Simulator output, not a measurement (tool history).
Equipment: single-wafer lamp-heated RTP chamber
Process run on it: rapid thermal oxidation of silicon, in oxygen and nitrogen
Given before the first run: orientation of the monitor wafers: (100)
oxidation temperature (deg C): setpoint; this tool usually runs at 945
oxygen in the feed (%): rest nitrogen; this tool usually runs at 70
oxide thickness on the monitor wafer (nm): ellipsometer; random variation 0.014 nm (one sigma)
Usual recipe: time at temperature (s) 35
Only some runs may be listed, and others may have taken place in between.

run     day  oxidation temperature (deg C)  time at temperature (s)  oxygen in the feed (%)  read-back reference wafer on the same gauge, thickness  oxide thickness on the monitor wafer (nm)
  1   0.000                            945                       35                      70                                                   3.801                                      3.161
  2   4.300                            945                       35                      70                                                   3.818                                      3.207
  3   6.108                            945                       35                      70                                                   3.812                                      3.175
      7.183  -- pyrometer window cleaned and pyrometer calibrated
      8.221  -- gauge calibrated
  4   9.933                            945                       35                      70                                                   3.816                                      3.186
  5  22.204                            968                       22                      70                                                   3.809                                      3.097
  6  25.971                            968                       22                      70                                                   3.812                                      3.119
     28.492  -- oxygen flow controller replaced
  7  28.592                            945                       35                      70                                                   3.815                                      3.158
  8  30.671                            945                       35                      70                                                   3.807                                      3.180
     33.417  -- pyrometer window cleaned and pyrometer calibrated
  9  35.075                            945                       35                      70                                                   3.812                                      3.187
 10  37.608                            945                       35                      70                                                   3.815                                      3.176
 11  41.171                            945                       35                      70                                                   3.811                                      3.177
     41.783  -- gauge calibrated
 12  44.938                            926                       30                      94                                                   3.799                                      2.935
 13  47.588                            924                       52                      70                                                   3.813                                      3.223
 14  49.325                            928                       35                      70                                                   3.808                                      2.934
 15  53.250                            945                       35                      70                                                   3.812                                      3.173
 16  55.562                            945                       35                      70                                                   3.812                                      3.166
 17  57.838                            945                       35                      70                                                   3.811                                      3.191
     59.825  -- pyrometer window cleaned and pyrometer calibrated
 18  61.088                            921                       22                      44                                                   3.814                                      2.452
 19  63.138                            921                       30                      98                                                   3.810                                      2.886
 20  64.775                            919                       51                      80                                                   3.815                                      3.186
 21  66.854                            945                       35                      80                                                   3.816                                      3.278
 22  69.021                            945                       35                      70                                                   3.817                                      3.176

5 options for the next run, each taken on its own from the tool as it stands now. Forecast them:
  A  69.042                            945                       35                      70                                                       ?                                          ?
  B  69.042                            933                       35                      70                                                       ?                                          ?
  C  69.042                            915                       30                      53                                                       ?                                          ?
  D  69.042                            935                       24                      40                                                       ?                                          ?
  E  69.042                            962                       35                      94                                                       ?                                          ?

run  read-back reference wafer on the same gauge, thickness  oxide thickness on the monitor wafer (nm)
  A                                                   3.808                                      3.176
  B                                                   3.808                                      2.995
  C                                                   3.808                                      2.591
  D                                                   3.808                                      2.545
  E                                                   3.808                                      3.779
The same runs, with their run-to-run variation unchanged, on a tool lacking any hidden condition would have given:
run  oxide thickness on the monitor wafer (nm)
  A                                      3.176
  B                                      2.995
  C                                      2.591
  D                                      2.545
  E                                      3.779
